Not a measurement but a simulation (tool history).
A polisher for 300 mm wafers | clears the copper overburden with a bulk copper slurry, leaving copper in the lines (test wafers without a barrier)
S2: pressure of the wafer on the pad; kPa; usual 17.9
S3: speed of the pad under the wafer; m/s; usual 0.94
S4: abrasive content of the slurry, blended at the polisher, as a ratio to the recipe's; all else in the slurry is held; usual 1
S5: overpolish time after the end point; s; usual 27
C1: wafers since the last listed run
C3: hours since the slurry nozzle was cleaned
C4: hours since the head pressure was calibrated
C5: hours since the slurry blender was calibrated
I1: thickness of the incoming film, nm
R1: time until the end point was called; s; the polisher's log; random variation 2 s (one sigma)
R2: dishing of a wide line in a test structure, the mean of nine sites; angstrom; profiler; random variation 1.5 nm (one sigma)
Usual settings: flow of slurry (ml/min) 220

run 1 hour=0 | flow_of_slurry_(ml/min)=220 S2=19.3 S3=0.94 S4=1 S5=27 | C1=0 wafers_polished_on_this_pad=313 C3=36.9 C4=436.6 C5=58.7 | I1=1050.2 | R1=111.2 R2=821
run 2 hour=172.9 | flow_of_slurry_(ml/min)=220 S2=17.9 S3=0.94 S4=1 S5=27 | C1=1451 wafers_polished_on_this_pad=1765 C3=209.8 C4=609.5 C5=231.6 | I1=1062.3 | R1=122.1 R2=797
-- hour=196.6 worn pad replaced by a new one
run 3 hour=225.1 | flow_of_slurry_(ml/min)=220 S2=17.9 S3=0.94 S4=1 S5=27 | C1=404 wafers_polished_on_this_pad=238 C3=262 C4=661.7 C5=283.8 | I1=1053.7 | R1=119.7 R2=775
-- hour=251.9 slurry blender recalibrated
run 4 hour=273.7 | flow_of_slurry_(ml/min)=220 S2=17.9 S3=0.94 S4=1 S5=27 | C1=391 wafers_polished_on_this_pad=630 C3=310.6 C4=710.3 C5=21.8 | I1=1051.2 | R1=122.9 R2=785
run 5 hour=313.4 | flow_of_slurry_(ml/min)=220 S2=17.9 S3=0.94 S4=1 S5=27 | C1=333 wafers_polished_on_this_pad=963 C3=350.3 C4=750 C5=61.5 | I1=1049.2 | R1=124.3 R2=750
-- hour=321.2 head pressure recalibrated
run 6 hour=349.1 | flow_of_slurry_(ml/min)=260 S2=17.9 S3=0.94 S4=1 S5=27 | C1=282 wafers_polished_on_this_pad=1246 C3=386 C4=27.9 C5=97.2 | I1=1044.7 | R1=124.2 R2=763
run 7 hour=404.4 | flow_of_slurry_(ml/min)=220 S2=17.9 S3=0.94 S4=1 S5=27 | C1=464 wafers_polished_on_this_pad=1710 C3=441.3 C4=83.2 C5=152.5 | I1=1062.8 | R1=126.5 R2=769
-- hour=446.7 worn pad replaced by a new one
run 8 hour=447.2 | flow_of_slurry_(ml/min)=220 S2=19.3 S3=0.94 S4=1 S5=34 | C1=325 wafers_polished_on_this_pad=4 C3=484.1 C4=126 C5=195.3 | I1=1043.8 | R1=119.1 R2=861
run 9 hour=508.1 | flow_of_slurry_(ml/min)=220 S2=17.9 S3=0.94 S4=1.2 S5=19 | C1=511 wafers_polished_on_this_pad=515 C3=545 C4=186.9 C5=256.2 | I1=1055.2 | R1=124.1 R2=721
-- hour=522.4 slurry blender recalibrated
run 10 hour=534.4 | flow_of_slurry_(ml/min)=220 S2=17.9 S3=0.94 S4=1.2 S5=19 | C1=204 wafers_polished_on_this_pad=719 C3=571.3 C4=213.2 C5=12 | I1=1065.9 | R1=122.1 R2=700
run 11 hour=574 | flow_of_slurry_(ml/min)=220 S2=17.9 S3=0.94 S4=1.2 S5=19 | C1=332 wafers_polished_on_this_pad=1052 C3=610.9 C4=252.8 C5=51.6 | I1=1040.5 | R1=123.3 R2=695
run 12 hour=635 | flow_of_slurry_(ml/min)=220 S2=17.9 S3=0.94 S4=1 S5=27 | C1=512 wafers_polished_on_this_pad=1564 C3=671.9 C4=313.8 C5=112.6 | I1=1031.4 | R1=127 R2=764
run 13 hour=662.5 | flow_of_slurry_(ml/min)=220 S2=17.9 S3=0.72 S4=1.1 S5=27 | C1=230 wafers_polished_on_this_pad=1795 C3=699.4 C4=341.3 C5=140.1 | I1=1052.1 | R1=166.9 R2=684
run 14 hour=718.9 | flow_of_slurry_(ml/min)=280 S2=15.9 S3=0.94 S4=1 S5=27 | C1=473 wafers_polished_on_this_pad=2268 C3=755.8 C4=397.7 C5=196.5 | I1=1039.2 | R1=139.1 R2=737
-- hour=724.7 slurry nozzle cleaned
-- hour=753.3 worn pad replaced by a new one
run 15 hour=775.6 | flow_of_slurry_(ml/min)=220 S2=20 S3=0.94 S4=1.25 S5=27 | C1=434 wafers_polished_on_this_pad=187 C3=50.9 C4=454.4 C5=253.2 | I1=1046.5 | R1=101.3 R2=858
-- hour=820.3 slurry blender recalibrated
run 16 hour=841.8 | flow_of_slurry_(ml/min)=165 S2=17.9 S3=1.06 S4=1 S5=27 | C1=539 wafers_polished_on_this_pad=726 C3=117.1 C4=520.6 C5=21.5 | I1=1044.6 | R1=111.9 R2=791
run 17 hour=890 | flow_of_slurry_(ml/min)=260 S2=17.9 S3=0.94 S4=1.25 S5=27 | C1=404 wafers_polished_on_this_pad=1130 C3=165.3 C4=568.8 C5=69.7 | I1=1058.5 | R1=111 R2=806
run 18 hour=925.2 | flow_of_slurry_(ml/min)=220 S2=17.9 S3=0.82 S4=1 S5=13 | C1=295 wafers_polished_on_this_pad=1426 C3=200.5 C4=604 C5=104.9 | I1=1053.1 | R1=137.4 R2=567
run 19 hour=996 | flow_of_slurry_(ml/min)=165 S2=17.9 S3=1.06 S4=1 S5=27 | C1=594 wafers_polished_on_this_pad=2020 C3=271.3 C4=674.8 C5=175.7 | I1=1055.1 | R1=113.2 R2=793
-- hour=1025.7 worn pad replaced by a new one
run 20 hour=1058.3 | flow_of_slurry_(ml/min)=220 S2=17.9 S3=0.94 S4=1 S5=27 | C1=489 wafers_polished_on_this_pad=273 C3=333.6 C4=737.1 C5=238 | I1=1042.6 | R1=122.6 R2=768
-- hour=1061.8 head pressure recalibrated
-- hour=1091 slurry blender recalibrated
run 21 hour=1111.5 | flow_of_slurry_(ml/min)=220 S2=17.9 S3=1.14 S4=1 S5=27 | C1=413 wafers_polished_on_this_pad=686 C3=386.8 C4=49.7 C5=20.5 | I1=1049.9 | R1=104 R2=819
run 22 hour=1139.9 | flow_of_slurry_(ml/min)=245 S2=17.9 S3=1.1 S4=1 S5=27 | C1=238 wafers_polished_on_this_pad=925 C3=415.2 C4=78.1 C5=48.9 | I1=1048.4 | R1=105.2 R2=833
run 23 hour=1165.4 | flow_of_slurry_(ml/min)=220 S2=17.9 S3=0.94 S4=1 S5=23 | C1=214 wafers_polished_on_this_pad=1139 C3=440.7 C4=103.6 C5=74.4 | I1=1062.4 | R1=131.6 R2=765
run 24 hour=1229 | flow_of_slurry_(ml/min)=185 S2=17.9 S3=0.76 S4=1.3 S5=27 | C1=533 wafers_polished_on_this_pad=1673 C3=504.3 C4=167.2 C5=138 | I1=1059.1 | R1=157.8 R2=729
run 25 hour=1257.1 | flow_of_slurry_(ml/min)=285 S2=15.2 S3=0.94 S4=1.2 S5=27 | C1=235 wafers_polished_on_this_pad=1909 C3=532.4 C4=195.3 C5=166.1 | I1=1053.7 | R1=136.2 R2=723
-- hour=1263.7 worn pad replaced by a new one
run 26 hour=1371.6 | flow_of_slurry_(ml/min)=220 S2=13.1 S3=0.84 S4=1 S5=27 | C1=927 wafers_polished_on_this_pad=906 C3=646.9 C4=309.8 C5=280.6 | I1=1049.5 | R1=193.1 R2=611

The same runs without the tool's hidden state, with the same run-to-run variation:
The hidden state here: removal rate lost through wear of the pad, %; slurry flow missing at the pad, %; deviation of the head's pressure from its setpoint, %; abrasive missing from the slurry, %.
run=1 R1=110.7 R2=822
run=2 R1=119.9 R2=801
run=3 R1=116.9 R2=780
run=4 R1=119.5 R2=790
run=5 R1=120.3 R2=756
run=6 R1=120.4 R2=768
run=7 R1=121.1 R2=777
run=8 R1=113.4 R2=867
run=9 R1=117.1 R2=736
run=10 R1=114.8 R2=716
run=11 R1=115.1 R2=713
run=12 R1=117.3 R2=779
run=13 R1=153.4 R2=704
run=14 R1=129.1 R2=752
run=15 R1=100.4 R2=859
run=16 R1=109.8 R2=794
run=17 R1=109.3 R2=809
run=18 R1=134.5 R2=574
run=19 R1=108.9 R2=800
run=20 R1=118.3 R2=774
run=21 R1=99.7 R2=825
run=22 R1=101 R2=839
run=23 R1=125.4 R2=776
run=24 R1=147.2 R2=745
run=25 R1=129.9 R2=732
run=26 R1=177.9 R2=630
